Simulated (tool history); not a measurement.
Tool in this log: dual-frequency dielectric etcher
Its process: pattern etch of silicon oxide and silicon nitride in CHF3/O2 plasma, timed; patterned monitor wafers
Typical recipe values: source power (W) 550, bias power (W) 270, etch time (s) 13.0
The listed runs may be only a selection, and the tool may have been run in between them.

run,hour,source power (W),bias power (W),etch time (s),"read-back reference wafer on the same gauge, depth_nm",mean etch depth across the wafer (nm)
1,0.0,490,243,13.0,26.27,20.49
2,14.4,490,243,13.0,26.31,20.52
3,29.1,490,243,13.0,26.33,20.69
4,46.7,550,270,11.0,26.29,18.79
5,80.8,550,270,11.0,26.31,18.74
6,110.9,550,270,11.0,26.29,18.70
7,144.8,590,270,13.0,26.32,22.86
8,166.8,590,270,13.0,26.32,22.70
9,186.6,590,270,13.0,26.26,22.81
# hour 213.7: source power generator calibrated
# hour 216.7: gauge calibrated
10,217.2,550,270,13.0,26.30,22.01
# hour 252.8: wet clean of the chamber
11,253.3,550,270,13.0,26.27,21.29
12,276.6,550,270,13.0,26.31,21.38
13,295.7,550,270,12.0,26.28,19.71
14,336.6,550,270,13.0,26.33,21.16
# hour 374.6: upper electrode replaced
# hour 377.9: bias power generator calibrated
15,378.4,550,240,15.5,26.30,24.59
16,384.0,550,302,14.5,26.31,24.02
# hour 410.2: wet clean of the chamber, repeated, since the last time left the tool worse
17,410.7,550,318,13.0,26.28,23.63
18,427.3,550,298,10.0,26.32,17.87
19,439.7,680,270,13.0,26.30,24.61
20,461.4,440,331,15.0,26.29,24.66
21,491.5,550,270,13.0,26.30,22.39
22,516.0,550,270,13.0,26.28,22.51
23,531.6,680,317,16.5,26.31,32.82
24,545.4,510,270,16.5,26.28,27.67
25,572.7,440,217,9.5,26.31,14.06
26,604.8,550,270,11.0,26.35,19.03

The next listed run, before its measurement:
27,627.8,650,332,13.0,?,?

Run 27 came out at read-back reference wafer on the same gauge, depth_nm 26.29, mean etch depth across the wafer (nm) 25.67.
If the tool had no hidden condition, the same run with the same run-to-run variation would have returned mean etch depth across the wafer (nm) 25.90.
